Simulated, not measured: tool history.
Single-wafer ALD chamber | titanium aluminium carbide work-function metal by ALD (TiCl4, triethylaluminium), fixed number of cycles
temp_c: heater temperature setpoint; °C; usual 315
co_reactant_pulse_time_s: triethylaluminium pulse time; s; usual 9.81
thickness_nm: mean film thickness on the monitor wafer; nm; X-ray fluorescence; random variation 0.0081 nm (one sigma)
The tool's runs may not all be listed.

run	hour	temp_c	co_reactant_pulse_time_s	read-back reference wafer on the same gauge, thickness_nm	thickness_nm
1	0	315	8.46	2.371	1.967
2	12.6	315	8.46	2.37	1.964
3	25.3	315	12.38	2.369	2.071
# hour 42.1: showerhead replaced
4	130.2	315	9.81	2.371	2.004
5	159	308	10.95	2.371	1.957
6	189.5	308	10.95	2.371	1.966
7	202.3	308	10.95	2.37	1.969
# hour 218.3: thermocouple changed; heater temperature recalibrated
8	238.2	311	9.81	2.369	2.022
9	256.3	311	9.81	2.371	2.016
10	290	315	9.81	2.369	2.028
11	304.6	315	9.81	2.37	2.029
12	340.4	319	6.94	2.37	1.874
13	371.2	315	8.33	2.371	1.95
14	387	324	13.23	2.37	2.201
15	407.9	301	13.58	2.372	1.968
# hour 429.3: gauge calibrated
16	429.9	315	9.81	2.368	2.022
17	463.6	315	9.81	2.369	2.006
18	475.8	315	8	2.372	1.905
# hour 497.3: triethylaluminium bottle replaced
19	497.8	326	9.81	2.368	2.175
20	517.8	325	12.22	2.371	2.226
21	535.3	315	9.81	2.371	2.074
22	568.2	323	9.81	2.37	2.129
23	589.7	315	9.81	2.37	2.05
24	623.7	315	6.08	2.371	1.795
25	636.7	301	11.06	2.369	1.934
26	663.9	327	9.81	2.37	2.153
27	678.8	315	9.81	2.37	2.047
28	699.2	325	9.81	2.368	2.154
29	734.8	307	9.81	2.372	1.962
30	752.3	301	9.81	2.369	1.902
31	779.5	325	8.11	2.369	2.03
32	808.4	315	9.81	2.37	2.026
33	836.9	321	11.26	2.371	2.11
34	857.4	315	9.81	2.371	2.012

The same runs without the tool's hidden state, with the same run-to-run variation:
The hidden state here: wafer temperature above the value expected at the setpoint (K); triethylaluminium dose above that of a fresh bottle (%); gauge reads high (%).
run	thickness_nm
1	2.042
2	2.041
3	2.138
4	2.087
5	2.036
6	2.048
7	2.053
8	2.056
9	2.053
10	2.074
11	2.078
12	1.974
13	2.034
14	2.238
15	2.003
16	2.098
17	2.09
18	2.022
19	2.199
20	2.252
21	2.104
22	2.163
23	2.087
24	1.847
25	1.973
26	2.2
27	2.096
28	2.207
29	2.018
30	1.959
31	2.105
32	2.092
33	2.172
34	2.085

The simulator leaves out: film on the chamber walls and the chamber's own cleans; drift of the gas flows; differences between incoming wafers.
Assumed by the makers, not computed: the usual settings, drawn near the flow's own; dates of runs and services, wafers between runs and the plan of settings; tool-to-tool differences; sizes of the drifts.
